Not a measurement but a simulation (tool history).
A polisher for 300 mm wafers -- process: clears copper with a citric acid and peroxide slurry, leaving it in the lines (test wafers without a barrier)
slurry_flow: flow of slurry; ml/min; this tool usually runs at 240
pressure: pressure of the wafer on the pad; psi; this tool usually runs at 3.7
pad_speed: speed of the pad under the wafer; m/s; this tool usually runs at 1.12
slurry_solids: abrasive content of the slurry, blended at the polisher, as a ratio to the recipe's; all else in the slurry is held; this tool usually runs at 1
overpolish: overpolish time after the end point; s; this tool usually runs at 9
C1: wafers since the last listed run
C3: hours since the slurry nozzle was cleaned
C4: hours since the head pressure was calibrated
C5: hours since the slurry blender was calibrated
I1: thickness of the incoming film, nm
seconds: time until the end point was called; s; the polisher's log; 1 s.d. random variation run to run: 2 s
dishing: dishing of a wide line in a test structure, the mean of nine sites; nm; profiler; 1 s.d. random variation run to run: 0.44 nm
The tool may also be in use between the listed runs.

{"run": 1, "day": 0.0, "slurry_flow": 240, "pressure": 3.7, "pad_speed": 1.12, "slurry_solids": 1, "overpolish": 9, "C1": 0, "wafers polished on this pad": 2736, "C3": 406.7, "C4": 324.3, "C5": 94.2, "I1": 412.8, "seconds": 120, "dishing": 18.1}
{"run": 2, "day": 2.05, "slurry_flow": 240, "pressure": 3.7, "pad_speed": 1.12, "slurry_solids": 1, "overpolish": 9, "C1": 504, "wafers polished on this pad": 3240, "C3": 455.9, "C4": 373.5, "C5": 143.4, "I1": 412.3, "seconds": 119.8, "dishing": 17.8}
{"day": 3.675, "done": "worn pad replaced by a new one"}
{"day": 3.817, "done": "head pressure recalibrated"}
{"run": 3, "day": 4.421, "slurry_flow": 240, "pressure": 4.6, "pad_speed": 1.12, "slurry_solids": 1, "overpolish": 9, "C1": 522, "wafers polished on this pad": 162, "C3": 512.8, "C4": 14.5, "C5": 200.3, "I1": 411.5, "seconds": 88.6, "dishing": 24.8}
{"day": 9.717, "done": "slurry blender recalibrated"}
{"run": 4, "day": 12.279, "slurry_flow": 240, "pressure": 4.6, "pad_speed": 1.12, "slurry_solids": 1, "overpolish": 9, "C1": 1913, "wafers polished on this pad": 2076, "C3": 701.4, "C4": 203.1, "C5": 61.5, "I1": 407.4, "seconds": 89.8, "dishing": 23.8}
{"day": 13.062, "done": "slurry nozzle cleaned"}
{"run": 5, "day": 14.046, "slurry_flow": 240, "pressure": 4.6, "pad_speed": 1.12, "slurry_solids": 1, "overpolish": 9, "C1": 424, "wafers polished on this pad": 2501, "C3": 23.6, "C4": 245.5, "C5": 103.9, "I1": 409.6, "seconds": 92.7, "dishing": 23.2}
{"run": 6, "day": 15.338, "slurry_flow": 240, "pressure": 3.7, "pad_speed": 1.12, "slurry_solids": 1.2, "overpolish": 9, "C1": 317, "wafers polished on this pad": 2819, "C3": 54.6, "C4": 276.5, "C5": 134.9, "I1": 407.5, "seconds": 115.1, "dishing": 18.9}
{"day": 16.229, "done": "worn pad replaced by a new one"}
{"run": 7, "day": 18.0, "slurry_flow": 240, "pressure": 3.7, "pad_speed": 1.12, "slurry_solids": 0.8, "overpolish": 9, "C1": 614, "wafers polished on this pad": 435, "C3": 118.5, "C4": 340.4, "C5": 198.8, "I1": 410.1, "seconds": 125.4, "dishing": 17.4}
{"run": 8, "day": 20.696, "slurry_flow": 240, "pressure": 3.7, "pad_speed": 1.12, "slurry_solids": 0.8, "overpolish": 9, "C1": 663, "wafers polished on this pad": 1099, "C3": 183.2, "C4": 405.1, "C5": 263.5, "I1": 411.9, "seconds": 129.8, "dishing": 16.8}
{"day": 22.158, "done": "slurry blender recalibrated"}
{"day": 23.771, "done": "head pressure recalibrated"}
{"run": 9, "day": 24.912, "slurry_flow": 240, "pressure": 3.7, "pad_speed": 1.34, "slurry_solids": 0.85, "overpolish": 9, "C1": 996, "wafers polished on this pad": 2096, "C3": 284.4, "C4": 27.4, "C5": 66.1, "I1": 411.4, "seconds": 102.9, "dishing": 22.2}
{"run": 10, "day": 26.542, "slurry_flow": 240, "pressure": 3.7, "pad_speed": 1.34, "slurry_solids": 0.85, "overpolish": 9, "C1": 401, "wafers polished on this pad": 2497, "C3": 323.5, "C4": 66.5, "C5": 105.2, "I1": 409.3, "seconds": 101.1, "dishing": 22.5}
{"day": 29.079, "done": "worn pad replaced by a new one"}
{"run": 11, "day": 29.462, "slurry_flow": 240, "pressure": 3.7, "pad_speed": 1.34, "slurry_solids": 0.85, "overpolish": 9, "C1": 677, "wafers polished on this pad": 93, "C3": 393.6, "C4": 136.6, "C5": 175.3, "I1": 407.2, "seconds": 102.9, "dishing": 21}
{"run": 12, "day": 31.642, "slurry_flow": 240, "pressure": 3.7, "pad_speed": 1.12, "slurry_solids": 1, "overpolish": 9, "C1": 536, "wafers polished on this pad": 630, "C3": 445.9, "C4": 188.9, "C5": 227.6, "I1": 413.6, "seconds": 115.9, "dishing": 18.9}
{"run": 13, "day": 34.188, "slurry_flow": 240, "pressure": 3.7, "pad_speed": 1.12, "slurry_solids": 1, "overpolish": 9, "C1": 626, "wafers polished on this pad": 1256, "C3": 507, "C4": 250, "C5": 288.7, "I1": 404.2, "seconds": 118.5, "dishing": 18.5}
{"day": 34.546, "done": "slurry blender recalibrated"}
{"run": 14, "day": 36.433, "slurry_flow": 240, "pressure": 3.7, "pad_speed": 1.12, "slurry_solids": 1, "overpolish": 9, "C1": 532, "wafers polished on this pad": 1789, "C3": 560.9, "C4": 303.9, "C5": 45.3, "I1": 412.6, "seconds": 118.4, "dishing": 18.4}
{"run": 15, "day": 38.746, "slurry_flow": 240, "pressure": 4.6, "pad_speed": 1.12, "slurry_solids": 1, "overpolish": 9, "C1": 569, "wafers polished on this pad": 2358, "C3": 616.4, "C4": 359.4, "C5": 100.8, "I1": 414.8, "seconds": 98.8, "dishing": 21.9}
{"day": 40.25, "done": "slurry nozzle cleaned"}
{"run": 16, "day": 41.604, "slurry_flow": 195, "pressure": 3.7, "pad_speed": 0.8, "slurry_solids": 1.2, "overpolish": 14, "C1": 693, "wafers polished on this pad": 3051, "C3": 32.5, "C4": 428, "C5": 169.4, "I1": 413.3, "seconds": 161.6, "dishing": 20.1}
{"run": 17, "day": 43.288, "slurry_flow": 240, "pressure": 3.7, "pad_speed": 1.12, "slurry_solids": 1, "overpolish": 9, "C1": 414, "wafers polished on this pad": 3466, "C3": 72.9, "C4": 468.4, "C5": 209.8, "I1": 413.9, "seconds": 131.4, "dishing": 17.3}
{"day": 43.542, "done": "worn pad replaced by a new one"}
{"day": 43.975, "done": "head pressure recalibrated"}
{"run": 18, "day": 44.429, "slurry_flow": 240, "pressure": 3, "pad_speed": 1.12, "slurry_solids": 1, "overpolish": 9, "C1": 219, "wafers polished on this pad": 198, "C3": 100.3, "C4": 10.9, "C5": 237.2, "I1": 411.6, "seconds": 130, "dishing": 17.1}
{"run": 19, "day": 46.742, "slurry_flow": 240, "pressure": 2.4, "pad_speed": 1.12, "slurry_solids": 1, "overpolish": 9, "C1": 569, "wafers polished on this pad": 767, "C3": 155.8, "C4": 66.4, "C5": 292.7, "I1": 411.8, "seconds": 161, "dishing": 13.6}
{"day": 47.933, "done": "slurry blender recalibrated"}
{"run": 20, "day": 49.45, "slurry_flow": 210, "pressure": 4.3, "pad_speed": 1.42, "slurry_solids": 0.75, "overpolish": 9, "C1": 646, "wafers polished on this pad": 1413, "C3": 220.8, "C4": 131.4, "C5": 36.4, "I1": 415.1, "seconds": 86.8, "dishing": 25.8}
{"run": 21, "day": 52.433, "slurry_flow": 240, "pressure": 3.7, "pad_speed": 1.12, "slurry_solids": 0.7, "overpolish": 5, "C1": 734, "wafers polished on this pad": 2148, "C3": 292.4, "C4": 203, "C5": 108, "I1": 405.8, "seconds": 124.6, "dishing": 10.1}
{"run": 22, "day": 55.062, "slurry_flow": 240, "pressure": 3.7, "pad_speed": 1.12, "slurry_solids": 1, "overpolish": 9, "C1": 647, "wafers polished on this pad": 2795, "C3": 355.5, "C4": 266.1, "C5": 171.1, "I1": 411.3, "seconds": 113.7, "dishing": 19.8}
{"day": 56.383, "done": "worn pad replaced by a new one"}
{"run": 23, "day": 57.054, "slurry_flow": 270, "pressure": 2.7, "pad_speed": 1.12, "slurry_solids": 1, "overpolish": 9, "C1": 449, "wafers polished on this pad": 165, "C3": 403.3, "C4": 313.9, "C5": 218.9, "I1": 412.5, "seconds": 159.8, "dishing": 15.2}
{"run": 24, "day": 59.5, "slurry_flow": 240, "pressure": 2.8, "pad_speed": 1.12, "slurry_solids": 1, "overpolish": 9, "C1": 602, "wafers polished on this pad": 767, "C3": 462, "C4": 372.6, "C5": 277.6, "I1": 412.2, "seconds": 157, "dishing": 14.7}
{"day": 60.029, "done": "slurry blender recalibrated"}
{"run": 25, "day": 60.642, "slurry_flow": 240, "pressure": 3.1, "pad_speed": 1.12, "slurry_solids": 1, "overpolish": 9, "C1": 260, "wafers polished on this pad": 1027, "C3": 489.4, "C4": 400, "C5": 14.7, "I1": 409.8, "seconds": 139.5, "dishing": 16}
{"run": 26, "day": 61.733, "slurry_flow": 240, "pressure": 3.7, "pad_speed": 1.12, "slurry_solids": 1, "overpolish": 9, "C1": 268, "wafers polished on this pad": 1296, "C3": 515.6, "C4": 426.2, "C5": 40.9, "I1": 408.1, "seconds": 121.7, "dishing": 19.1}
{"run": 27, "day": 63.008, "slurry_flow": 180, "pressure": 3.7, "pad_speed": 1.12, "slurry_solids": 1, "overpolish": 9, "C1": 313, "wafers polished on this pad": 1610, "C3": 546.2, "C4": 456.8, "C5": 71.5, "I1": 415.3, "seconds": 128.2, "dishing": 17.8}

Below are 5 alternative next runs, each starting from the tool's condition after run 27. Predict each:
{"run": "A", "day": 63.029, "slurry_flow": 240, "pressure": 3.7, "pad_speed": 1.12, "slurry_solids": 1, "overpolish": 9, "C1": 5, "wafers polished on this pad": 1615, "C3": 546.7, "C4": 457.3, "C5": 72, "I1": 411.9, "seconds": "?", "dishing": "?"}
{"run": "B", "day": 63.029, "slurry_flow": 195, "pressure": 4.9, "pad_speed": 1.12, "slurry_solids": 0.8, "overpolish": 9, "C1": 5, "wafers polished on this pad": 1615, "C3": 546.7, "C4": 457.3, "C5": 72, "I1": 411.9, "seconds": "?", "dishing": "?"}
{"run": "C", "day": 63.029, "slurry_flow": 240, "pressure": 2.6, "pad_speed": 1.12, "slurry_solids": 0.9, "overpolish": 9, "C1": 5, "wafers polished on this pad": 1615, "C3": 546.7, "C4": 457.3, "C5": 72, "I1": 411.9, "seconds": "?", "dishing": "?"}
{"run": "D", "day": 63.029, "slurry_flow": 240, "pressure": 3.7, "pad_speed": 1.12, "slurry_solids": 1, "overpolish": 14, "C1": 5, "wafers polished on this pad": 1615, "C3": 546.7, "C4": 457.3, "C5": 72, "I1": 411.9, "seconds": "?", "dishing": "?"}
{"run": "E", "day": 63.029, "slurry_flow": 240, "pressure": 3.7, "pad_speed": 0.86, "slurry_solids": 1, "overpolish": 9, "C1": 5, "wafers polished on this pad": 1615, "C3": 546.7, "C4": 457.3, "C5": 72, "I1": 411.9, "seconds": "?", "dishing": "?"}

run=A seconds=122.5 dishing=18.2
run=B seconds=102.8 dishing=21.5
run=C seconds=178.8 dishing=12.7
run=D seconds=122.5 dishing=26.8
run=E seconds=154.6 dishing=14.7
Without the tool's unlogged condition, the same runs would have read:
run=A seconds=109.8 dishing=20.2
run=B seconds=92 dishing=23.8
run=C seconds=160.3 dishing=14.1
run=D seconds=109.8 dishing=29.6
run=E seconds=138.6 dishing=16.3

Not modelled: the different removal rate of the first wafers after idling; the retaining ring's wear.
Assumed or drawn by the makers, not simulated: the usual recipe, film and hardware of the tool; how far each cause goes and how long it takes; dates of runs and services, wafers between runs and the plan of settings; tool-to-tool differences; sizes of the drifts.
